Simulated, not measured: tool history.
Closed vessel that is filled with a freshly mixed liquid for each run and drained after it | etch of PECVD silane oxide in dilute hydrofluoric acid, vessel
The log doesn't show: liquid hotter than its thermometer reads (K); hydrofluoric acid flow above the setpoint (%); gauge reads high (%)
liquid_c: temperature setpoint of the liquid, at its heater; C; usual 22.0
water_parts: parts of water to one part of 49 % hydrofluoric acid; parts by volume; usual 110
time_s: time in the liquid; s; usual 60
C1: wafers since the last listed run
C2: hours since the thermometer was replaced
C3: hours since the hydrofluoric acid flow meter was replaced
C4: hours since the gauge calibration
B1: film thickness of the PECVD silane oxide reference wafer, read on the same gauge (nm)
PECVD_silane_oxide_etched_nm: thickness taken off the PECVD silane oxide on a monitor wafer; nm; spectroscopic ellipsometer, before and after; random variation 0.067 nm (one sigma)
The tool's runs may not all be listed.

run 1 day=0.000 | liquid_c=19.5 water_parts=110 time_s=60 | C1=0 C2=1835.6 C3=1015.2 C4=1021.8 | B1=70.01 | PECVD_silane_oxide_etched_nm=10.19
run 2 day=1.704 | liquid_c=19.5 water_parts=110 time_s=60 | C1=5618 C2=1876.5 C3=1056.1 C4=1062.7 | B1=69.95 | PECVD_silane_oxide_etched_nm=10.21
run 3 day=3.550 | liquid_c=22.0 water_parts=110 time_s=60 | C1=6085 C2=1920.8 C3=1100.4 C4=1107.0 | B1=70.01 | PECVD_silane_oxide_etched_nm=11.27
run 4 day=4.633 | liquid_c=22.0 water_parts=110 time_s=60 | C1=3571 C2=1946.8 C3=1126.4 C4=1133.0 | B1=70.02 | PECVD_silane_oxide_etched_nm=11.47
run 5 day=5.862 | liquid_c=22.0 water_parts=110 time_s=60 | C1=4052 C2=1976.3 C3=1155.9 C4=1162.5 | B1=70.03 | PECVD_silane_oxide_etched_nm=11.30
run 6 day=7.000 | liquid_c=22.0 water_parts=110 time_s=60 | C1=3750 C2=2003.6 C3=1183.2 C4=1189.8 | B1=70.02 | PECVD_silane_oxide_etched_nm=11.28
run 7 day=8.138 | liquid_c=18.5 water_parts=110 time_s=60 | C1=3750 C2=2030.9 C3=1210.5 C4=1217.1 | B1=70.03 | PECVD_silane_oxide_etched_nm=9.83
run 8 day=9.638 | liquid_c=22.0 water_parts=110 time_s=60 | C1=4945 C2=2066.9 C3=1246.5 C4=1253.1 | B1=70.00 | PECVD_silane_oxide_etched_nm=11.41
run 9 day=17.771 | liquid_c=22.0 water_parts=110 time_s=60 | C1=26813 C2=2262.1 C3=1441.7 C4=1448.3 | B1=70.02 | PECVD_silane_oxide_etched_nm=11.53
run 10 day=18.788 | liquid_c=22.0 water_parts=110 time_s=60 | C1=3351 C2=2286.5 C3=1466.1 C4=1472.7 | B1=70.01 | PECVD_silane_oxide_etched_nm=11.37
run 11 day=20.208 | liquid_c=22.0 water_parts=110 time_s=60 | C1=4684 C2=2320.6 C3=1500.2 C4=1506.8 | B1=70.01 | PECVD_silane_oxide_etched_nm=11.44
run 12 day=22.738 | liquid_c=22.0 water_parts=110 time_s=60 | C1=8338 C2=2381.3 C3=1560.9 C4=1567.5 | B1=69.99 | PECVD_silane_oxide_etched_nm=11.36
-- day=23.725 hydrofluoric acid flow meter replaced
run 13 day=25.300 | liquid_c=22.0 water_parts=110 time_s=60 | C1=8310 C2=2442.8 C3=37.8 C4=1629.0 | B1=70.04 | PECVD_silane_oxide_etched_nm=11.05
run 14 day=26.321 | liquid_c=22.0 water_parts=110 time_s=60 | C1=3365 C2=2467.3 C3=62.3 C4=1653.5 | B1=69.98 | PECVD_silane_oxide_etched_nm=11.07
run 15 day=27.579 | liquid_c=22.0 water_parts=110 time_s=40 | C1=4148 C2=2497.5 C3=92.5 C4=1683.7 | B1=69.99 | PECVD_silane_oxide_etched_nm=7.44
-- day=28.242 gauge calibrated
run 16 day=30.550 | liquid_c=22.0 water_parts=135 time_s=60 | C1=9794 C2=2568.8 C3=163.8 C4=55.4 | B1=70.01 | PECVD_silane_oxide_etched_nm=8.92
run 17 day=32.829 | liquid_c=22.0 water_parts=55 time_s=60 | C1=7513 C2=2623.5 C3=218.5 C4=110.1 | B1=70.02 | PECVD_silane_oxide_etched_nm=24.03
run 18 day=35.546 | liquid_c=18.0 water_parts=110 time_s=60 | C1=8956 C2=2688.7 C3=283.7 C4=175.3 | B1=70.05 | PECVD_silane_oxide_etched_nm=9.54
run 19 day=36.738 | liquid_c=26.0 water_parts=130 time_s=80 | C1=3928 C2=2717.3 C3=312.3 C4=203.9 | B1=69.99 | PECVD_silane_oxide_etched_nm=14.47
-- day=38.850 thermometer replaced
run 20 day=42.729 | liquid_c=20.5 water_parts=110 time_s=60 | C1=19615 C2=93.1 C3=456.1 C4=347.7 | B1=70.02 | PECVD_silane_oxide_etched_nm=10.50
run 21 day=44.062 | liquid_c=27.0 water_parts=60 time_s=50 | C1=4395 C2=125.1 C3=488.1 C4=379.7 | B1=70.01 | PECVD_silane_oxide_etched_nm=22.49
run 22 day=45.821 | liquid_c=22.0 water_parts=110 time_s=60 | C1=5796 C2=167.3 C3=530.3 C4=421.9 | B1=70.00 | PECVD_silane_oxide_etched_nm=11.24
run 23 day=46.842 | liquid_c=19.0 water_parts=90 time_s=75 | C1=3365 C2=191.8 C3=554.8 C4=446.4 | B1=70.03 | PECVD_silane_oxide_etched_nm=15.60
run 24 day=49.292 | liquid_c=22.0 water_parts=110 time_s=30 | C1=8077 C2=250.6 C3=613.6 C4=505.2 | B1=70.02 | PECVD_silane_oxide_etched_nm=5.59
run 25 day=55.871 | liquid_c=22.0 water_parts=110 time_s=60 | C1=21689 C2=408.5 C3=771.5 C4=663.1 | B1=70.03 | PECVD_silane_oxide_etched_nm=11.47
run 26 day=57.129 | liquid_c=22.0 water_parts=55 time_s=60 | C1=4148 C2=438.7 C3=801.7 C4=693.3 | B1=69.98 | PECVD_silane_oxide_etched_nm=24.09
run 27 day=59.188 | liquid_c=24.0 water_parts=140 time_s=40 | C1=6785 C2=488.1 C3=851.1 C4=742.7 | B1=70.06 | PECVD_silane_oxide_etched_nm=6.17
run 28 day=61.633 | liquid_c=20.0 water_parts=110 time_s=80 | C1=8063 C2=546.8 C3=909.8 C4=801.4 | B1=69.98 | PECVD_silane_oxide_etched_nm=14.03

3 ways to go on from here, each from the tool as it stands after run 28. What would each give?
run A day=61.662 | liquid_c=22.0 water_parts=80 time_s=60 | C1=96 C2=547.5 C3=910.5 C4=802.1 | B1=? | PECVD_silane_oxide_etched_nm=?
run B day=61.662 | liquid_c=26.5 water_parts=165 time_s=30 | C1=96 C2=547.5 C3=910.5 C4=802.1 | B1=? | PECVD_silane_oxide_etched_nm=?
run C day=61.662 | liquid_c=18.0 water_parts=80 time_s=40 | C1=96 C2=547.5 C3=910.5 C4=802.1 | B1=? | PECVD_silane_oxide_etched_nm=?

run=A B1=70.00 PECVD_silane_oxide_etched_nm=16.04
run=B B1=70.00 PECVD_silane_oxide_etched_nm=4.19
run=C B1=70.00 PECVD_silane_oxide_etched_nm=9.05
Without the tool's hidden state the same runs would have given:
run=A PECVD_silane_oxide_etched_nm=15.77
run=B PECVD_silane_oxide_etched_nm=4.11
run=C PECVD_silane_oxide_etched_nm=8.90

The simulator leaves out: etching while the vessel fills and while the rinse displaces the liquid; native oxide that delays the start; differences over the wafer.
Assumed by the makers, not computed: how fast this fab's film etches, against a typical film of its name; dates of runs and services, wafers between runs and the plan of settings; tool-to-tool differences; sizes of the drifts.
